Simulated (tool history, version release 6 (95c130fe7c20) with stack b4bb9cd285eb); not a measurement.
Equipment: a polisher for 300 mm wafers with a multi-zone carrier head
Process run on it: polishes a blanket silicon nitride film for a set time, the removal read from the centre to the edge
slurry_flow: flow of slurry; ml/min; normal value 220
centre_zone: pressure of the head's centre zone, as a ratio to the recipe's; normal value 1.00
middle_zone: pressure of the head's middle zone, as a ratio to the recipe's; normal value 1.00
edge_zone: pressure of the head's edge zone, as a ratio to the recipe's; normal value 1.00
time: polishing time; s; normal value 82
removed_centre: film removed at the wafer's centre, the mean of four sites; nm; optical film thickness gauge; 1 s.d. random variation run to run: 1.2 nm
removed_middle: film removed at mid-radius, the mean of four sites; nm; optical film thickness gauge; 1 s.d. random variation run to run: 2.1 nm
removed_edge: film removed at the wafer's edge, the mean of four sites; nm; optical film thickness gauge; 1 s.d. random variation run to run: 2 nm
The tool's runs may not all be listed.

run    hour  slurry_flow  centre_zone  middle_zone  edge_zone  time  incoming thickness of the incoming film, nm  removed_centre  removed_middle  removed_edge
  1     0.0          220         1.00         1.00       1.00    82                                        492.7           159.8           160.8         160.0
  2   102.3          220         1.00         1.00       1.00    82                                        501.1           153.3           156.6         153.8
      192.1  -- edge zone pressure recalibrated
  3   205.5          220         1.00         1.00       1.00    82                                        499.7           152.2           152.5         154.1
  4   300.8          220         1.00         1.00       1.00    82                                        506.4           151.6           152.4         152.1
      338.6  -- slurry nozzle cleaned
      359.8  -- worn pad replaced by a new one
  5   396.5          220         1.00         1.00       1.00    82                                        511.2           160.6           161.8         158.1
  6   471.5          220         0.91         0.93       1.00    82                                        502.0           140.8           146.7         154.1
  7   558.1          220         0.91         0.93       1.00    82                                        500.0           140.2           143.1         154.6
  8   624.9          220         0.91         0.93       1.00    82                                        502.1           140.3           145.6         152.6
  9   720.9          220         1.00         1.00       1.00    82                                        506.6           150.6           150.9         150.1
      771.0  -- carrier head's membrane replaced by a new one
 10   782.3          220         1.00         1.00       1.00    82                                        504.2           152.4           155.2         147.9
      830.0  -- worn pad replaced by a new one, of another model than before
     1016.6  -- slurry nozzle cleaned
 11  1032.4          220         1.00         1.00       1.00    82                                        504.3           153.1           149.3         151.6
 12  1137.7          190         1.00         1.06       0.92    82                                        504.9           148.5           159.2         147.1
     1273.0  -- worn pad replaced by a new one
     1395.9  -- edge zone pressure recalibrated
     1414.6  -- centre zone pressure recalibrated
 13  1438.5          180         1.00         1.00       1.00    82                                        506.4           150.5           151.4         151.7
 14  1482.6          265         0.97         1.00       1.05    94                                        493.0           169.2           178.7         176.4
 15  1554.3          220         1.03         1.08       0.93   110                                        492.1           212.3           214.2         195.8
     1661.4  -- worn pad replaced by a new one
     1679.5  -- slurry nozzle cleaned
     1692.9  -- carrier head's membrane replaced by a new one
 16  1724.9          265         0.95         0.96       1.00   110                                        500.5           204.6           210.6         214.7
 17  1799.4          260         1.00         0.93       1.00    74                                        488.6           141.6           134.1         139.8
 18  1898.9          220         1.00         0.90       0.88    82                                        498.7           151.6           139.9         144.5
 19  1937.7          220         0.95         1.00       1.00    82                                        499.9           143.9           154.6         154.0
 20  2035.7          220         1.00         0.90       0.88    82                                        496.0           150.5           140.2         145.1
     2050.6  -- worn pad replaced by a new one
 21  2085.5          220         1.00         1.00       1.00    82                                        503.6           158.4           158.0         157.3

Subtracting, for every run, the result it would have given without the tool's unlogged condition from the measured result gives the following. The same run-to-run variation enters both numbers; the gauge's scatter may not:
What the log doesn't record here: removal rate lost through wear of the pad, %; slurry flow missing at the pad, %; deviation of the centre zone's pressure from its setpoint, %; deviation of the edge zone's pressure from its setpoint, %.
run  removed_centre  removed_middle  removed_edge
  1            -3.6            -3.6          -3.6
  2            -8.5            -8.7          -8.5
  3           -10.9           -11.0         -11.1
  4           -12.1           -12.2         -12.2
  5            -2.9            -3.0          -3.0
  6            -5.9            -6.1          -6.5
  7            -8.1            -8.2          -8.9
  8            -9.1            -9.4          -9.9
  9           -10.7           -10.7         -10.6
 10           -11.1           -11.3         -10.8
 11            -9.7            -9.4          -9.6
 12           -10.8           -11.6         -10.8
 13            -9.1            -9.2          -9.2
 14           -11.4           -12.0         -11.8
 15           -15.7           -15.9         -14.5
 16            -6.0            -6.2          -6.3
 17            -6.9            -6.6          -6.8
 18            -9.6            -8.9          -9.1
 19            -9.6           -10.4         -10.3
 20           -10.8           -10.2         -10.5
 21            -3.1            -3.1          -3.0
